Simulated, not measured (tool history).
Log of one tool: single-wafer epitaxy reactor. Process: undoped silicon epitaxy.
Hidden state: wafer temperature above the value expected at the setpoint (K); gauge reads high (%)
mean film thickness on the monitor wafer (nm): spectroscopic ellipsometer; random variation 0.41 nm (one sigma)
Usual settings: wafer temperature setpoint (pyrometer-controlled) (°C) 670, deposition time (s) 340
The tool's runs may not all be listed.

run    hour  wafer temperature setpoint (pyrometer-controlled) (°C)  deposition time (s)  wafers since the last listed run  hours since the last pyrometer calibration  hours since the gauge calibration  read-back reference wafer on the same gauge, thickness_nm  mean film thickness on the monitor wafer (nm)
  1     0.0                                                     670                  340                                 0                                      1437.9                              660.4                                                    100.580                                         84.086
  2    62.2                                                     670                  340                               221                                      1500.1                              722.6                                                    100.517                                         83.912
  3   105.4                                                     670                  340                               154                                      1543.3                              765.8                                                    100.333                                         84.272
  4   131.8                                                     670                  340                                94                                      1569.7                              792.2                                                    100.657                                         83.935
  5   182.5                                                     670                  340                               180                                      1620.4                              842.9                                                    100.430                                         84.090
  6   231.0                                                     670                  340                               173                                      1668.9                              891.4                                                    100.576                                         84.144
  7   264.8                                                     670                  340                               120                                      1702.7                              925.2                                                    100.564                                         83.669
  8   295.2                                                     670                  340                               108                                      1733.1                              955.6                                                    100.560                                         83.937
  9   358.1                                                     679                  318                               224                                      1796.0                             1018.5                                                    100.526                                         95.960
 10   385.4                                                     670                  340                                97                                      1823.3                             1045.8                                                    100.718                                         84.673
      470.9  -- pyrometer calibrated
 11   562.4                                                     670                  340                               603                                        91.5                             1222.8                                                    100.677                                         80.706
 12   603.5                                                     670                  340                               146                                       132.6                             1263.9                                                    100.699                                         81.106
 13   671.0                                                     679                  340                               240                                       200.1                             1331.4                                                    100.449                                         98.049
 14   697.3                                                     670                  340                                93                                       226.4                             1357.7                                                    100.545                                         80.631
      722.4  -- gauge calibrated
 15   723.3                                                     681                  340                                92                                       252.4                                0.9                                                    100.435                                        102.743
 16   768.4                                                     670                  301                               160                                       297.5                               46.0                                                    100.745                                         71.158
      804.3  -- pyrometer calibrated, repeated, since the last time left the tool worse
 17   804.8                                                     663                  362                               101                                         0.5                               82.4                                                    100.556                                         79.220
 18   834.2                                                     666                  375                               104                                        29.9                              111.8                                                    100.400                                         87.634
 19   888.3                                                     670                  340                               193                                        84.0                              165.9                                                    100.521                                         86.883
 20   937.5                                                     670                  301                               175                                       133.2                              215.1                                                    100.500                                         76.596
 21   983.8                                                     679                  276                               165                                       179.5                              261.4                                                    100.719                                         86.020
 22  1024.1                                                     670                  340                               143                                       219.8                              301.7                                                    100.569                                         85.851
 23  1094.8                                                     664                  281                               252                                       290.5                              372.4                                                    100.621                                         61.619
 24  1154.5                                                     656                  394                               213                                       350.2                              432.1                                                    100.735                                         71.894
 25  1192.7                                                     657                  340                               136                                       388.4                              470.3                                                    100.661                                         62.714
 26  1249.7                                                     682                  382                               203                                       445.4                              527.3                                                    100.628                                        124.925
 27  1300.0                                                     655                  378                               179                                       495.7                              577.6                                                    100.546                                         67.218
 28  1366.8                                                     670                  373                               238                                       562.5                              644.4                                                    100.539                                         92.957
 29  1402.9                                                     670                  373                               128                                       598.6                              680.5                                                    100.673                                         92.718

Forecast each of these 5 alternatives for the next run:
  A  1403.4                                                     670                  340                                 1                                       599.1                              681.0                                                          ?                                              ?
  B  1403.4                                                     670                  407                                 1                                       599.1                              681.0                                                          ?                                              ?
  C  1403.4                                                     674                  294                                 1                                       599.1                              681.0                                                          ?                                              ?
  D  1403.4                                                     663                  385                                 1                                       599.1                              681.0                                                          ?                                              ?
  E  1403.4                                                     670                  295                                 1                                       599.1                              681.0                                                          ?                                              ?

run  read-back reference wafer on the same gauge, thickness_nm  mean film thickness on the monitor wafer (nm)
  A                                                    100.333                                         85.140
  B                                                    100.333                                        101.918
  C                                                    100.333                                         80.555
  D                                                    100.333                                         82.194
  E                                                    100.333                                         73.872
Without the tool's hidden state the same runs would have given:
run  mean film thickness on the monitor wafer (nm)
  A                                         87.637
  B                                        104.906
  C                                         82.895
  D                                         84.644
  E                                         76.038

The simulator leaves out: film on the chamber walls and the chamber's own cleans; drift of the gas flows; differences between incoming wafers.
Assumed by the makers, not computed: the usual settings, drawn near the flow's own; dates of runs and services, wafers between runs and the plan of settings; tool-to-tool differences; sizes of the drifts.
